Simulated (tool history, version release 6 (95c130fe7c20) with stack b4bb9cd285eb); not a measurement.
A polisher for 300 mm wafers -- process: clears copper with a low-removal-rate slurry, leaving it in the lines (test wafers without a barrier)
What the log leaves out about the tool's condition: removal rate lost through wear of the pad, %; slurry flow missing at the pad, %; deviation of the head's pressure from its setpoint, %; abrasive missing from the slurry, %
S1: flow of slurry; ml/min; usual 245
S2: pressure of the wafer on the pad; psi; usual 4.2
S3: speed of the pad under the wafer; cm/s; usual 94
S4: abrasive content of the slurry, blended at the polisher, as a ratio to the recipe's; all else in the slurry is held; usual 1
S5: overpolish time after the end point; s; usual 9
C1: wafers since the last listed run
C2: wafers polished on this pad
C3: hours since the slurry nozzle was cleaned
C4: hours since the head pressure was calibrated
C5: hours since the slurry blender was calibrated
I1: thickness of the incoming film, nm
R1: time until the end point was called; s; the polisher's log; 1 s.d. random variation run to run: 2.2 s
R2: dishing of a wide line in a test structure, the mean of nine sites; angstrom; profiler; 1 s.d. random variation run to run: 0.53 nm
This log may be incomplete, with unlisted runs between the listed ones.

run	hour	S1	S2	S3	S4	S5	C1	C2	C3	C4	C5	I1	R1	R2
1	0	245	4.2	70	1	9	0	1310	38.2	194.9	284.4	459.5	165.4	166
2	61.8	245	4.2	70	1	9	495	1805	100	256.7	346.2	458.6	168.3	151
3	119	245	5.4	94	1	9	458	2263	157.2	313.9	403.4	458.5	100	254
# hour 171.6: slurry blender recalibrated
4	177.9	245	5.4	94	1	9	455	2719	216.1	372.8	6.3	463.4	105.8	264
5	225.7	245	4.2	94	1	9	383	3102	263.9	420.6	54.1	459.6	134.1	213
6	271.2	305	4.2	106	1.15	5	364	3467	309.4	466.1	99.6	450	111.3	142
7	333	245	4.2	70	1	5	495	3962	371.2	527.9	161.4	463.4	183.5	88
# hour 394.1: worn pad replaced by a new one
8	401.8	245	4.2	94	1	9	519	62	440	596.7	230.2	455.3	116.7	236
# hour 431.5: slurry nozzle cleaned
9	465.4	245	4.2	66	1	9	501	563	33.9	660.3	293.8	461	177.1	154
10	514	245	4.2	94	1	9	389	953	82.5	708.9	342.4	454.6	122.4	219
11	582.1	245	4.2	94	1	9	545	1498	150.6	777	410.5	454.4	125.2	211
12	617.8	265	4.2	94	1	9	286	1784	186.3	812.7	446.2	460.2	126.7	206
13	649.2	245	4.2	120	1.2	9	251	2036	217.7	844.1	477.6	464.8	100.2	275
# hour 709.1: slurry blender recalibrated
14	711	245	4.2	94	1	9	479	2515	279.5	905.9	1.9	462.8	128.5	203
15	777.6	245	4.8	68	1	9	533	3049	346.1	972.5	68.5	461.5	163.5	168
16	812.6	245	4.2	94	1	9	280	3329	381.1	1007.5	103.5	457.7	129.5	208
17	855.1	245	5.2	94	1	5	340	3670	423.6	1050	146	460.4	111	141
# hour 880.2: slurry nozzle cleaned
18	895.8	245	3.5	94	0.75	9	318	3988	15.6	1090.7	186.7	461.5	163.3	177
19	954.2	245	4.2	94	1	9	467	4456	74	1149.1	245.1	457.6	133.7	211
# hour 975.8: worn pad replaced by a new one
20	990.7	245	4.2	94	0.9	13	260	119	110.5	1185.6	281.6	466	122.8	320
21	1049	165	5	94	1.2	5	467	586	168.8	1243.9	339.9	462.3	103.7	145
22	1093.1	225	4.2	94	0.85	4	353	939	212.9	1288	384	462.3	130.8	100
# hour 1127.5: head pressure recalibrated
23	1157.2	245	4.2	104	1	9	497	1437	277	29.7	448.1	465.4	118.2	236
# hour 1215.8: slurry blender recalibrated
24	1240.2	245	4.2	80	1.1	9	649	2086	360	112.7	24.4	457.2	148.9	178
25	1268	245	4.2	116	1	9	222	2309	387.8	140.5	52.2	455.3	99.7	249
26	1428.3	300	4.2	106	0.75	9	1284	3593	548.1	300.8	212.5	463.3	115.3	217
# hour 1450.2: worn pad replaced by a new one
# hour 1456.6: slurry nozzle cleaned
27	1463.6	325	5.2	108	1	9	242	99	7	336.1	247.8	461.8	83.2	323
28	1491.6	245	3.6	94	0.9	9	224	323	35	364.1	275.8	454.1	134.5	194
29	1553.6	245	4.2	94	1	9	496	820	97	426.1	337.8	458.6	118.4	220

What the log doesn't show, run by run:
slurry flow missing at the pad, %: 0 at every run
deviation of the head's pressure from its setpoint, %: 0 at every run
abrasive missing from the slurry, %: 0 at every run
H1: removal rate lost through wear of the pad, %
run	H1
1	8.64
2	10.1
3	11.1
4	11.7
5	12.2
6	12.5
7	12.7
8	1.65
9	5.44
10	7.51
11	9.57
12	10.4
13	10.9
14	11.8
15	12.4
16	12.7
17	12.9
18	13.1
19	13.3
20	1.79
21	5.17
22	7.05
23	9.04
24	10.7
25	11.1
26	12.5
27	1.91
28	3.69
29	6.73

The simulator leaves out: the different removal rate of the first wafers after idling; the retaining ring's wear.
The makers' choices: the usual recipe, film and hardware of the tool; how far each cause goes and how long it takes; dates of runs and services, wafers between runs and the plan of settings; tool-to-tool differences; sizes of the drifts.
